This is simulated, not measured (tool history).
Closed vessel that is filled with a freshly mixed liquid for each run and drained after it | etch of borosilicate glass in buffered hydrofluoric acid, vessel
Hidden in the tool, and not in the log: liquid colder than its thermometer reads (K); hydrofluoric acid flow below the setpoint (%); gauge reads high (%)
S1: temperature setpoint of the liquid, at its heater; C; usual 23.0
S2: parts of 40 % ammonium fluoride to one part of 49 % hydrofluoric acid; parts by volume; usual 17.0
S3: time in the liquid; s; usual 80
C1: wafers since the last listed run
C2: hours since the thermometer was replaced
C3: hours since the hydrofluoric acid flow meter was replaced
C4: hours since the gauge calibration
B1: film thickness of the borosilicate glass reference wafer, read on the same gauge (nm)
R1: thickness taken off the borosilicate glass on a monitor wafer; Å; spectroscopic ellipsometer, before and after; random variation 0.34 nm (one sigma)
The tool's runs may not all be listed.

run 1 day=0.000 | S1=23.0 S2=17.0 S3=80 | C1=0 C2=765.6 C3=114.2 C4=696.5 | B1=145.63 | R1=571.6
run 2 day=2.896 | S1=22.0 S2=17.0 S3=80 | C1=9403 C2=835.1 C3=183.7 C4=766.0 | B1=145.78 | R1=536.6
run 3 day=5.812 | S1=23.0 S2=17.0 S3=40 | C1=9471 C2=905.1 C3=253.7 C4=836.0 | B1=145.91 | R1=285.4
run 4 day=9.771 | S1=23.0 S2=17.0 S3=40 | C1=12853 C2=1000.1 C3=348.7 C4=931.0 | B1=146.06 | R1=285.0
run 5 day=13.754 | S1=23.0 S2=17.0 S3=80 | C1=12934 C2=1095.7 C3=444.3 C4=1026.6 | B1=146.19 | R1=560.6
run 6 day=18.162 | S1=23.0 S2=17.0 S3=80 | C1=14314 C2=1201.5 C3=550.1 C4=1132.4 | B1=146.31 | R1=570.9
-- day=21.767 gauge calibrated
run 7 day=21.962 | S1=23.0 S2=18.5 S3=80 | C1=12339 C2=1292.7 C3=641.3 C4=4.7 | B1=140.24 | R1=498.5
-- day=22.625 thermometer replaced
run 8 day=25.529 | S1=23.0 S2=18.5 S3=80 | C1=11446 C2=69.7 C3=726.9 C4=90.3 | B1=141.31 | R1=503.1
run 9 day=30.354 | S1=23.0 S2=17.0 S3=80 | C1=15667 C2=185.5 C3=842.7 C4=206.1 | B1=142.44 | R1=554.3
run 10 day=33.517 | S1=23.0 S2=17.0 S3=80 | C1=10269 C2=261.4 C3=918.6 C4=282.0 | B1=143.00 | R1=555.7
run 11 day=36.238 | S1=23.0 S2=17.0 S3=80 | C1=8835 C2=326.7 C3=983.9 C4=347.3 | B1=143.46 | R1=558.5
run 12 day=39.067 | S1=20.0 S2=17.0 S3=65 | C1=9186 C2=394.6 C3=1051.8 C4=415.2 | B1=143.80 | R1=389.6
run 13 day=42.321 | S1=19.5 S2=23.0 S3=65 | C1=10566 C2=472.7 C3=1129.9 C4=493.3 | B1=144.17 | R1=293.9
run 14 day=45.554 | S1=23.0 S2=17.0 S3=80 | C1=10499 C2=550.3 C3=1207.5 C4=570.9 | B1=144.46 | R1=564.3
-- day=46.379 hydrofluoric acid flow meter replaced
run 15 day=49.446 | S1=25.5 S2=14.0 S3=125 | C1=12501 C2=643.7 C3=73.6 C4=664.3 | B1=144.76 | R1=1222.6
run 16 day=53.562 | S1=21.0 S2=20.0 S3=95 | C1=13367 C2=742.5 C3=172.4 C4=763.1 | B1=144.99 | R1=513.6
run 17 day=58.000 | S1=21.5 S2=17.0 S3=100 | C1=14409 C2=849.0 C3=278.9 C4=869.6 | B1=145.21 | R1=651.5
run 18 day=60.892 | S1=21.5 S2=22.5 S3=105 | C1=9389 C2=918.4 C3=348.3 C4=939.0 | B1=145.32 | R1=540.8
run 19 day=64.267 | S1=23.0 S2=17.0 S3=80 | C1=10959 C2=999.4 C3=429.3 C4=1020.0 | B1=145.40 | R1=569.9
run 20 day=68.183 | S1=23.0 S2=10.5 S3=60 | C1=12718 C2=1093.4 C3=523.3 C4=1114.0 | B1=145.52 | R1=680.6
run 21 day=72.417 | S1=19.0 S2=17.0 S3=100 | C1=13746 C2=1195.0 C3=624.9 C4=1215.6 | B1=145.59 | R1=572.0

Hidden state at the last listed run before each entry between runs and at the first one after, where it differs:
Between runs 6 and 7: gauge calibrated (day 21.767)
  gauge reads high (%): 4.5 -> 0.172
  measured less the result without the state, R1: +24.6 -> +0.8 Å
Between runs 7 and 8: thermometer replaced (day 22.625)
  gauge reads high (%): 0.172 -> 0.93
  measured less the result without the state, R1: +0.8 -> +4.6 Å
Between runs 14 and 15: hydrofluoric acid flow meter replaced (day 46.379)
  gauge reads high (%): 3.19 -> 3.4
  measured less the result without the state, R1: +17.4 -> +40.2 Å
